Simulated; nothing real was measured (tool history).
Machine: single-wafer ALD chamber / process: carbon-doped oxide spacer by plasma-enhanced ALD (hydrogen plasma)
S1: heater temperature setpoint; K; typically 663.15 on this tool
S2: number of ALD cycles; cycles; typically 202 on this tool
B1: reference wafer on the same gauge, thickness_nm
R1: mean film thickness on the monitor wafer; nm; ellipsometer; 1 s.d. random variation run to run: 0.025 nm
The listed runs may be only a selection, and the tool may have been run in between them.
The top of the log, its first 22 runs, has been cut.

{"run": 23, "hour": 1867.2, "S1": 677.15, "S2": 162, "B1": 10.074, "R1": 7.902}
{"run": 24, "hour": 1934.3, "S1": 667.15, "S2": 190, "B1": 10.064, "R1": 9.36}
{"run": 25, "hour": 1982.1, "S1": 663.15, "S2": 202, "B1": 10.056, "R1": 9.966}
{"run": 26, "hour": 2052.9, "S1": 674.15, "S2": 202, "B1": 10.053, "R1": 9.964}
{"run": 27, "hour": 2148.9, "S1": 663.15, "S2": 169, "B1": 10.04, "R1": 8.329}
{"run": 28, "hour": 2193.5, "S1": 670.15, "S2": 229, "B1": 10.046, "R1": 11.254}
{"run": 29, "hour": 2282.0, "S1": 663.15, "S2": 186, "B1": 10.041, "R1": 9.199}
{"run": 30, "hour": 2331.9, "S1": 653.15, "S2": 225, "B1": 10.037, "R1": 11.056}
{"run": 31, "hour": 2427.7, "S1": 654.15, "S2": 165, "B1": 10.023, "R1": 8.133}
{"run": 32, "hour": 2482.8, "S1": 663.15, "S2": 202, "B1": 10.02, "R1": 9.897}
{"run": 33, "hour": 2524.0, "S1": 663.15, "S2": 202, "B1": 10.027, "R1": 9.938}
{"hour": 2562.8, "done": "gauge calibrated"}
{"run": 34, "hour": 2585.2, "S1": 654.15, "S2": 163, "B1": 10.295, "R1": 8.167}
{"run": 35, "hour": 2622.8, "S1": 670.15, "S2": 216, "B1": 10.29, "R1": 10.866}
{"run": 36, "hour": 2716.3, "S1": 663.15, "S2": 202, "B1": 10.283, "R1": 10.163}
{"run": 37, "hour": 3024.6, "S1": 649.15, "S2": 183, "B1": 10.261, "R1": 9.204}
{"run": 38, "hour": 3125.1, "S1": 663.15, "S2": 174, "B1": 10.258, "R1": 8.72}
{"run": 39, "hour": 3163.6, "S1": 663.15, "S2": 188, "B1": 10.254, "R1": 9.438}
{"run": 40, "hour": 3217.0, "S1": 652.15, "S2": 241, "B1": 10.253, "R1": 12.087}
{"run": 41, "hour": 3274.5, "S1": 655.15, "S2": 223, "B1": 10.241, "R1": 11.215}
{"run": 42, "hour": 3376.1, "S1": 663.15, "S2": 202, "B1": 10.237, "R1": 10.139}
{"run": 43, "hour": 3445.5, "S1": 663.15, "S2": 202, "B1": 10.229, "R1": 10.078}
{"run": 44, "hour": 3498.4, "S1": 669.15, "S2": 172, "B1": 10.233, "R1": 8.616}
{"run": 45, "hour": 3543.6, "S1": 677.15, "S2": 162, "B1": 10.231, "R1": 8.084}

Here are 5 independent what-if runs from the current tool condition. What would each one return?
{"run": "A", "hour": 3544.3, "S1": 663.15, "S2": 190, "B1": "?", "R1": "?"}
{"run": "B", "hour": 3544.3, "S1": 663.15, "S2": 176, "B1": "?", "R1": "?"}
{"run": "C", "hour": 3544.3, "S1": 678.15, "S2": 163, "B1": "?", "R1": "?"}
{"run": "D", "hour": 3544.3, "S1": 676.15, "S2": 202, "B1": "?", "R1": "?"}
{"run": "E", "hour": 3544.3, "S1": 657.15, "S2": 181, "B1": "?", "R1": "?"}

run=A B1=10.227 R1=9.537
run=B B1=10.227 R1=8.834
run=C B1=10.227 R1=8.103
run=D B1=10.227 R1=10.096
run=E B1=10.227 R1=9.085
The same runs, with their run-to-run variation unchanged, on a tool lacking any hidden condition would have given:
run=A R1=9.605
run=B R1=8.897
run=C R1=8.161
run=D R1=10.167
run=E R1=9.150

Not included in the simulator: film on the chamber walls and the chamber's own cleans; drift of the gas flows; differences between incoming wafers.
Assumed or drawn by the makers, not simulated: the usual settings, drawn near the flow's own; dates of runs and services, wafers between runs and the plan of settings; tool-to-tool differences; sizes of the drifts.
